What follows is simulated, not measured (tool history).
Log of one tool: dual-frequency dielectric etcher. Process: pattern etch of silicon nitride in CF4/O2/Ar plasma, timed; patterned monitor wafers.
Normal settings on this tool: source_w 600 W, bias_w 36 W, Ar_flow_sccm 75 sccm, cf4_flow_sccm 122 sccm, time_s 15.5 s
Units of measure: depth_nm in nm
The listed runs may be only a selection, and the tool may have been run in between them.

run,hour,source_w,bias_w,Ar_flow_sccm,cf4_flow_sccm,time_s,"read-back reference wafer on the same gauge, depth_nm",depth_nm
1,0.0,600,36,75,122,15.5,35.27,33.10
2,52.5,600,36,75,122,15.5,35.30,33.02
3,79.6,600,36,75,122,12.5,35.26,26.74
4,131.8,600,36,75,122,12.5,35.26,26.40
5,190.1,600,36,75,122,15.5,35.34,32.58
# hour 253.0: wet clean of the chamber
# hour 256.4: source power generator calibrated
6,256.9,600,36,75,122,15.5,35.35,36.26
# hour 335.7: upper electrode replaced
# hour 341.0: CF4 flow controller replaced
7,341.5,600,36,75,122,15.5,35.30,35.89
# hour 419.0: gauge calibrated
# hour 533.3: wet clean of the chamber, repeated, since the last time left the tool worse
8,533.8,600,36,75,122,15.5,35.29,33.57
9,580.3,600,36,57,122,15.5,35.32,34.18
10,616.2,750,36,75,101,15.5,35.31,41.54
11,646.6,470,36,75,149,15.5,35.32,26.07
12,713.4,600,36,63,122,15.5,35.28,33.61
13,748.9,500,36,69,113,12.0,35.27,21.02
# hour 785.1: Ar flow controller replaced
14,785.6,600,36,61,122,15.5,35.29,33.62
15,819.1,600,36,75,143,15.5,35.29,33.42
# hour 853.9: bias power generator calibrated
16,881.6,600,36,75,122,15.5,35.31,32.92
17,1012.5,600,36,75,122,15.5,35.35,32.59
18,1043.6,470,36,75,149,15.5,35.29,25.21
# hour 1087.5: wet clean of the chamber
19,1100.6,650,36,58,122,19.5,35.35,47.33
20,1137.4,600,44,75,122,15.5,35.31,37.56
21,1179.5,600,36,75,122,15.5,35.33,33.60
22,1217.3,600,36,75,122,15.5,35.32,33.67

Predict each of these 3 candidate next runs independently; none follows another, all start after run 22:
A,1217.7,600,36,75,122,15.5,?,?
B,1217.7,460,36,92,122,15.5,?,?
C,1217.7,470,36,75,114,15.5,?,?

run,"read-back reference wafer on the same gauge, depth_nm",depth_nm
A,35.27,33.65
B,35.27,24.57
C,35.27,25.50
With no hidden state in the tool, these same runs would have given:
run,depth_nm
A,33.95
B,24.79
C,25.73
